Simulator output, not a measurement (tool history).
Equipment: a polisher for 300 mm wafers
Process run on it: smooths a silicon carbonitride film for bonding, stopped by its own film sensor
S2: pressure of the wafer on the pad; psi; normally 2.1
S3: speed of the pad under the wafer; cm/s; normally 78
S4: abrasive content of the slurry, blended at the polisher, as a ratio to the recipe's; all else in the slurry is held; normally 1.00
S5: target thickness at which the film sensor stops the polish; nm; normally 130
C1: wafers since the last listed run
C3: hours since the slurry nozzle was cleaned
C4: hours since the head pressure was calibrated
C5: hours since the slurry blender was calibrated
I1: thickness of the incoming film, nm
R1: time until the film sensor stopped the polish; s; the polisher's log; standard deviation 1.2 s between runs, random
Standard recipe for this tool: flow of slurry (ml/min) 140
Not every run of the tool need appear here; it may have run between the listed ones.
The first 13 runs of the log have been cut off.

run 14 hour=651.2 | flow_of_slurry_(ml/min)=140 S2=2.1 S3=78 S4=0.80 S5=130 | C1=220 wafers_polished_on_this_pad=1273 C3=295.4 C4=194.9 C5=48.0 | I1=152.9 | R1=112.1
run 15 hour=696.4 | flow_of_slurry_(ml/min)=155 S2=2.1 S3=78 S4=1.00 S5=130 | C1=217 wafers_polished_on_this_pad=1490 C3=340.6 C4=240.1 C5=93.2 | I1=149.9 | R1=88.1
run 16 hour=726.1 | flow_of_slurry_(ml/min)=140 S2=2.5 S3=102 S4=1.00 S5=136 | C1=142 wafers_polished_on_this_pad=1633 C3=370.3 C4=269.8 C5=122.9 | I1=150.8 | R1=45.4
-- hour=738.1 worn pad replaced by a new one
-- hour=749.5 slurry nozzle cleaned
run 17 hour=785.6 | flow_of_slurry_(ml/min)=140 S2=2.1 S3=96 S4=1.00 S5=130 | C1=262 wafers_polished_on_this_pad=223 C3=36.1 C4=329.3 C5=182.4 | I1=151.3 | R1=76.3
run 18 hour=830.7 | flow_of_slurry_(ml/min)=140 S2=2.7 S3=78 S4=1.00 S5=133 | C1=217 wafers_polished_on_this_pad=441 C3=81.2 C4=374.4 C5=227.5 | I1=149.4 | R1=55.4
run 19 hour=917.5 | flow_of_slurry_(ml/min)=140 S2=2.1 S3=78 S4=1.00 S5=130 | C1=417 wafers_polished_on_this_pad=858 C3=168.0 C4=461.2 C5=314.3 | I1=147.0 | R1=73.7
run 20 hour=987.0 | flow_of_slurry_(ml/min)=140 S2=1.8 S3=78 S4=1.20 S5=130 | C1=334 wafers_polished_on_this_pad=1193 C3=237.5 C4=530.7 C5=383.8 | I1=149.6 | R1=93.0
run 21 hour=1022.5 | flow_of_slurry_(ml/min)=140 S2=2.1 S3=78 S4=1.20 S5=130 | C1=170 wafers_polished_on_this_pad=1364 C3=273.0 C4=566.2 C5=419.3 | I1=152.2 | R1=92.2
-- hour=1063.5 slurry blender recalibrated
run 22 hour=1072.3 | flow_of_slurry_(ml/min)=140 S2=1.7 S3=78 S4=1.00 S5=130 | C1=230 wafers_polished_on_this_pad=1594 C3=322.8 C4=616.0 C5=8.8 | I1=151.2 | R1=116.0
-- hour=1135.9 head pressure recalibrated
run 23 hour=1136.4 | flow_of_slurry_(ml/min)=140 S2=1.5 S3=92 S4=1.25 S5=136 | C1=298 wafers_polished_on_this_pad=1893 C3=386.9 C4=0.5 C5=72.9 | I1=149.1 | R1=67.3
-- hour=1184.2 worn pad replaced by a new one
run 24 hour=1186.7 | flow_of_slurry_(ml/min)=140 S2=2.1 S3=78 S4=1.00 S5=130 | C1=222 wafers_polished_on_this_pad=12 C3=437.2 C4=50.8 C5=123.2 | I1=149.3 | R1=87.7
-- hour=1230.6 slurry nozzle cleaned
run 25 hour=1377.9 | flow_of_slurry_(ml/min)=140 S2=2.1 S3=90 S4=1.00 S5=130 | C1=915 wafers_polished_on_this_pad=927 C3=147.3 C4=242.0 C5=314.4 | I1=150.3 | R1=78.2
run 26 hour=1423.5 | flow_of_slurry_(ml/min)=100 S2=2.1 S3=78 S4=1.00 S5=130 | C1=219 wafers_polished_on_this_pad=1147 C3=192.9 C4=287.6 C5=360.0 | I1=147.9 | R1=83.9
run 27 hour=1481.0 | flow_of_slurry_(ml/min)=140 S2=2.1 S3=78 S4=1.00 S5=130 | C1=276 wafers_polished_on_this_pad=1424 C3=250.4 C4=345.1 C5=417.5 | I1=151.8 | R1=97.4
-- hour=1510.9 slurry blender recalibrated
run 28 hour=1542.2 | flow_of_slurry_(ml/min)=175 S2=2.6 S3=78 S4=0.80 S5=135 | C1=284 wafers_polished_on_this_pad=1709 C3=311.6 C4=406.3 C5=31.3 | I1=151.2 | R1=63.0
-- hour=1572.5 worn pad replaced by a new one
run 29 hour=1612.6 | flow_of_slurry_(ml/min)=95 S2=2.1 S3=78 S4=1.00 S5=130 | C1=319 wafers_polished_on_this_pad=193 C3=382.0 C4=476.7 C5=101.7 | I1=150.8 | R1=102.3
-- hour=1632.1 slurry nozzle cleaned
run 30 hour=1669.8 | flow_of_slurry_(ml/min)=120 S2=2.1 S3=78 S4=1.00 S5=130 | C1=270 wafers_polished_on_this_pad=463 C3=37.7 C4=533.9 C5=158.9 | I1=151.2 | R1=94.6

Alternative continuations, all from the tool just after run 30; predict every row:
run A hour=1670.3 | flow_of_slurry_(ml/min)=140 S2=2.1 S3=94 S4=1.00 S5=130 | C1=2 wafers_polished_on_this_pad=466 C3=38.2 C4=534.4 C5=159.4 | I1=151.1 | R1=?
run B hour=1670.3 | flow_of_slurry_(ml/min)=175 S2=1.7 S3=78 S4=1.10 S5=136 | C1=2 wafers_polished_on_this_pad=466 C3=38.2 C4=534.4 C5=159.4 | I1=151.1 | R1=?
run C hour=1670.3 | flow_of_slurry_(ml/min)=155 S2=2.3 S3=62 S4=0.85 S5=130 | C1=2 wafers_polished_on_this_pad=466 C3=38.2 C4=534.4 C5=159.4 | I1=151.1 | R1=?
run D hour=1670.3 | flow_of_slurry_(ml/min)=105 S2=1.9 S3=104 S4=0.85 S5=130 | C1=2 wafers_polished_on_this_pad=466 C3=38.2 C4=534.4 C5=159.4 | I1=151.1 | R1=?

run=A R1=78.7
run=B R1=75.1
run=C R1=106.2
run=D R1=90.5
Stripped of hidden state, with their random variation kept, the same runs would have yielded:
run=A R1=77.8
run=B R1=74.4
run=C R1=105.1
run=D R1=89.2
